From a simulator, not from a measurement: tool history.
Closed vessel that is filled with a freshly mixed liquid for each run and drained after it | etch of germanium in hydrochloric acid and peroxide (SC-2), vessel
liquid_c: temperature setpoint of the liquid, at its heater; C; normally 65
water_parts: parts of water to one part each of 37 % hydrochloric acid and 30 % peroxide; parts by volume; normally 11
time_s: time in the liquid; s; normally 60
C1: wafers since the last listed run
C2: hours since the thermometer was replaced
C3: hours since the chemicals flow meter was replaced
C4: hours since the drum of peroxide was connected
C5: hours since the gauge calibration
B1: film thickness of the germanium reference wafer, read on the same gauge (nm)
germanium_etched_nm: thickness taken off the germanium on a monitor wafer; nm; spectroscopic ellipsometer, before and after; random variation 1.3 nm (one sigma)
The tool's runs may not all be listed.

run 1 hour=0 | liquid_c=65 water_parts=11 time_s=60 | C1=0 C2=912.1 C3=250.4 C4=62.2 C5=479.8 | B1=79.34 | germanium_etched_nm=227.94
run 2 hour=51.7 | liquid_c=65 water_parts=11 time_s=60 | C1=7107 C2=963.8 C3=302.1 C4=113.9 C5=531.5 | B1=79.24 | germanium_etched_nm=226.73
run 3 hour=95.5 | liquid_c=65 water_parts=9 time_s=60 | C1=6021 C2=1007.6 C3=345.9 C4=157.7 C5=575.3 | B1=79.19 | germanium_etched_nm=229.79
run 4 hour=147.1 | liquid_c=65 water_parts=9 time_s=60 | C1=7094 C2=1059.2 C3=397.5 C4=209.3 C5=626.9 | B1=79.17 | germanium_etched_nm=232.59
run 5 hour=187.1 | liquid_c=65 water_parts=9 time_s=60 | C1=5499 C2=1099.2 C3=437.5 C4=249.3 C5=666.9 | B1=79.09 | germanium_etched_nm=231.73
run 6 hour=259.2 | liquid_c=65 water_parts=11 time_s=45 | C1=9912 C2=1171.3 C3=509.6 C4=321.4 C5=739 | B1=78.93 | germanium_etched_nm=170.17
run 7 hour=312.8 | liquid_c=65 water_parts=11 time_s=45 | C1=7369 C2=1224.9 C3=563.2 C4=375 C5=792.6 | B1=78.85 | germanium_etched_nm=169.38
run 8 hour=403.1 | liquid_c=65 water_parts=11 time_s=45 | C1=12414 C2=1315.2 C3=653.5 C4=465.3 C5=882.9 | B1=78.63 | germanium_etched_nm=168
run 9 hour=447.6 | liquid_c=65 water_parts=11 time_s=60 | C1=6118 C2=1359.7 C3=698 C4=509.8 C5=927.4 | B1=78.55 | germanium_etched_nm=225.47
run 10 hour=521.1 | liquid_c=65 water_parts=11 time_s=60 | C1=10105 C2=1433.2 C3=771.5 C4=583.3 C5=1000.9 | B1=78.37 | germanium_etched_nm=223.9
-- hour=547.3 new drum of peroxide connected
run 11 hour=589 | liquid_c=65 water_parts=11 time_s=60 | C1=9197 C2=1501.1 C3=839.4 C4=41.7 C5=1068.8 | B1=78.22 | germanium_etched_nm=223.61
run 12 hour=645.3 | liquid_c=65 water_parts=11 time_s=60 | C1=7740 C2=1557.4 C3=895.7 C4=98 C5=1125.1 | B1=78.05 | germanium_etched_nm=224.2
run 13 hour=705.5 | liquid_c=71.5 water_parts=11 time_s=80 | C1=8276 C2=1617.6 C3=955.9 C4=158.2 C5=1185.3 | B1=77.85 | germanium_etched_nm=359.16
run 14 hour=812.9 | liquid_c=65 water_parts=11 time_s=60 | C1=14765 C2=1725 C3=1063.3 C4=265.6 C5=1292.7 | B1=77.54 | germanium_etched_nm=222.36
-- hour=848.7 thermometer replaced
run 15 hour=883 | liquid_c=57 water_parts=9.5 time_s=60 | C1=9500 C2=34.3 C3=1133.4 C4=335.7 C5=1362.8 | B1=77.28 | germanium_etched_nm=177.95
run 16 hour=970 | liquid_c=65 water_parts=14 time_s=50 | C1=11961 C2=121.3 C3=1220.4 C4=422.7 C5=1449.8 | B1=76.97 | germanium_etched_nm=177.41
run 17 hour=1065.9 | liquid_c=65 water_parts=11 time_s=60 | C1=13184 C2=217.2 C3=1316.3 C4=518.6 C5=1545.7 | B1=76.64 | germanium_etched_nm=218.56
run 18 hour=1172 | liquid_c=60 water_parts=13.5 time_s=80 | C1=14587 C2=323.3 C3=1422.4 C4=624.7 C5=1651.8 | B1=76.14 | germanium_etched_nm=243.59
-- hour=1186.1 gauge calibrated
-- hour=1194.6 new drum of peroxide connected
-- hour=1202.3 chemicals flow meter replaced
run 19 hour=1261.6 | liquid_c=65 water_parts=11 time_s=60 | C1=12043 C2=412.9 C3=59.3 C4=67 C5=75.5 | B1=80.01 | germanium_etched_nm=227.07
run 20 hour=1368.2 | liquid_c=65 water_parts=11 time_s=60 | C1=14655 C2=519.5 C3=165.9 C4=173.6 C5=182.1 | B1=79.96 | germanium_etched_nm=231.82
run 21 hour=1455.3 | liquid_c=68.5 water_parts=12.5 time_s=90 | C1=11974 C2=606.6 C3=253 C4=260.7 C5=269.2 | B1=79.95 | germanium_etched_nm=366.11
run 22 hour=1546 | liquid_c=65 water_parts=11 time_s=60 | C1=12469 C2=697.3 C3=343.7 C4=351.4 C5=359.9 | B1=79.84 | germanium_etched_nm=227.95
run 23 hour=1647 | liquid_c=72 water_parts=7 time_s=35 | C1=13885 C2=798.3 C3=444.7 C4=452.4 C5=460.9 | B1=79.71 | germanium_etched_nm=171.38
run 24 hour=1745.7 | liquid_c=55 water_parts=11 time_s=60 | C1=13569 C2=897 C3=543.4 C4=551.1 C5=559.6 | B1=79.61 | germanium_etched_nm=169.52

4 options for the next run, each taken on its own from the tool as it stands now. Forecast them:
run A hour=1746.4 | liquid_c=65 water_parts=11 time_s=60 | C1=96 C2=897.7 C3=544.1 C4=551.8 C5=560.3 | B1=? | germanium_etched_nm=?
run B hour=1746.4 | liquid_c=68 water_parts=7 time_s=60 | C1=96 C2=897.7 C3=544.1 C4=551.8 C5=560.3 | B1=? | germanium_etched_nm=?
run C hour=1746.4 | liquid_c=59 water_parts=11 time_s=45 | C1=96 C2=897.7 C3=544.1 C4=551.8 C5=560.3 | B1=? | germanium_etched_nm=?
run D hour=1746.4 | liquid_c=60.5 water_parts=14 time_s=60 | C1=96 C2=897.7 C3=544.1 C4=551.8 C5=560.3 | B1=? | germanium_etched_nm=?

run=A B1=79.62 germanium_etched_nm=226.13
run=B B1=79.62 germanium_etched_nm=257.62
run=C B1=79.62 germanium_etched_nm=142.64
run=D B1=79.62 germanium_etched_nm=192.09
Had the tool no hidden state, the same runs would have come out as:
run=A germanium_etched_nm=227.22
run=B germanium_etched_nm=258.86
run=C germanium_etched_nm=143.32
run=D germanium_etched_nm=193.02
